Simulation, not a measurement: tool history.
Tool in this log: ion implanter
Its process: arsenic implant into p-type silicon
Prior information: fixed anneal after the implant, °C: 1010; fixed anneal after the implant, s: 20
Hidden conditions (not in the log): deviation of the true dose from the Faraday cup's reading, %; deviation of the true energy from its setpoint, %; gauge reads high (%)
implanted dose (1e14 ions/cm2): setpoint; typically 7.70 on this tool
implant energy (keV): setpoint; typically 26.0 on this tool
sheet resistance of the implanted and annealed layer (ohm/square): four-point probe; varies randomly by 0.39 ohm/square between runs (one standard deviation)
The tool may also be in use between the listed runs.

| run | hour | implanted dose (1e14 ions/cm2) | implant energy (keV) | wafers since the last listed run | hours since the last dose calibration | hours since the extraction supply was calibrated | hours since the gauge calibration | read-back reference wafer on the same gauge, sheet resistance | sheet resistance of the implanted and annealed layer (ohm/square) |
|---|---|---|---|---|---|---|---|---|---|
| 1 | 0.0 | 9.30 | 22.5 | 0 | 200.3 | 2421.0 | 214.0 | 113.07 | 120.84 |
| 2 | 13.7 | 8.58 | 22.0 | 299 | 214.0 | 2434.7 | 227.7 | 113.04 | 127.73 |
| 3 | 48.2 | 8.58 | 22.0 | 753 | 248.5 | 2469.2 | 262.2 | 112.97 | 127.83 |
| 4 | 71.5 | 8.46 | 26.0 | 509 | 271.8 | 2492.5 | 285.5 | 112.90 | 125.12 |
| 5 | 105.7 | 8.46 | 26.0 | 747 | 306.0 | 2526.7 | 319.7 | 112.98 | 124.92 |
| 6 | 139.6 | 8.46 | 26.0 | 740 | 339.9 | 2560.6 | 353.6 | 113.04 | 125.84 |
|  | 158.0 | gauge calibrated |
| 7 | 169.8 | 6.44 | 23.0 | 659 | 370.1 | 2590.8 | 11.8 | 113.05 | 156.38 |
| 8 | 190.7 | 8.65 | 26.0 | 456 | 391.0 | 2611.7 | 32.7 | 112.85 | 124.40 |
| 9 | 224.1 | 8.65 | 26.0 | 729 | 424.4 | 2645.1 | 66.1 | 112.98 | 124.91 |
| 10 | 238.3 | 8.65 | 26.0 | 310 | 438.6 | 2659.3 | 80.3 | 112.96 | 125.33 |
| 11 | 272.5 | 7.70 | 26.0 | 747 | 472.8 | 2693.5 | 114.5 | 113.16 | 136.02 |
|  | 310.3 | Faraday cup replaced and dose calibrated |
| 12 | 310.8 | 7.70 | 23.0 | 662 | 0.5 | 2731.8 | 152.8 | 112.97 | 135.10 |
| 13 | 409.2 | 8.59 | 26.0 | 2150 | 98.9 | 2830.2 | 251.2 | 112.93 | 122.73 |
| 14 | 423.6 | 6.75 | 26.0 | 314 | 113.3 | 2844.6 | 265.6 | 112.90 | 145.31 |
| 15 | 452.6 | 8.86 | 17.5 | 633 | 142.3 | 2873.6 | 294.6 | 112.98 | 131.67 |
| 16 | 487.4 | 8.81 | 21.0 | 760 | 177.1 | 2908.4 | 329.4 | 112.98 | 127.18 |
|  | 505.4 | extraction supply calibrated |
| 17 | 505.9 | 7.70 | 26.0 | 229 | 195.6 | 0.5 | 347.9 | 112.95 | 133.22 |
| 18 | 518.2 | 7.70 | 26.0 | 268 | 207.9 | 12.8 | 360.2 | 113.08 | 133.48 |
|  | 534.1 | gauge calibrated |
| 19 | 544.6 | 8.98 | 26.0 | 576 | 234.3 | 39.2 | 10.5 | 113.16 | 119.61 |
| 20 | 559.5 | 5.72 | 20.5 | 325 | 249.2 | 54.1 | 25.4 | 113.18 | 171.64 |
| 21 | 594.0 | 5.50 | 29.5 | 753 | 283.7 | 88.6 | 59.9 | 112.99 | 167.39 |
| 22 | 614.9 | 7.70 | 26.0 | 456 | 304.6 | 109.5 | 80.8 | 112.92 | 133.83 |
| 23 | 646.9 | 7.70 | 26.0 | 699 | 336.6 | 141.5 | 112.8 | 112.90 | 134.10 |
| 24 | 669.3 | 7.70 | 26.0 | 489 | 359.0 | 163.9 | 135.2 | 113.07 | 134.50 |
| 25 | 684.1 | 9.44 | 35.0 | 323 | 373.8 | 178.7 | 150.0 | 112.90 | 110.59 |
| 26 | 701.7 | 8.81 | 31.5 | 384 | 391.4 | 196.3 | 167.6 | 113.00 | 118.12 |

Here are 5 independent what-if runs from the current tool condition. What would each one return?
| A | 702.1 | 9.50 | 26.0 | 8 | 391.8 | 196.7 | 168.0 | ? | ? |
| B | 702.1 | 7.70 | 17.0 | 8 | 391.8 | 196.7 | 168.0 | ? | ? |
| C | 702.1 | 7.70 | 29.5 | 8 | 391.8 | 196.7 | 168.0 | ? | ? |
| D | 702.1 | 5.58 | 21.5 | 8 | 391.8 | 196.7 | 168.0 | ? | ? |
| E | 702.1 | 9.22 | 31.0 | 8 | 391.8 | 196.7 | 168.0 | ? | ? |

| run | read-back reference wafer on the same gauge, sheet resistance | sheet resistance of the implanted and annealed layer (ohm/square) |
|---|---|---|
| A | 113.08 | 117.63 |
| B | 113.08 | 146.13 |
| C | 113.08 | 132.23 |
| D | 113.08 | 176.24 |
| E | 113.08 | 115.50 |
Stripped of hidden state, with their random variation kept, the same runs would have yielded:
| run | sheet resistance of the implanted and annealed layer (ohm/square) |
|---|---|
| A | 115.27 |
| B | 143.12 |
| C | 129.19 |
| D | 172.12 |
| E | 113.03 |
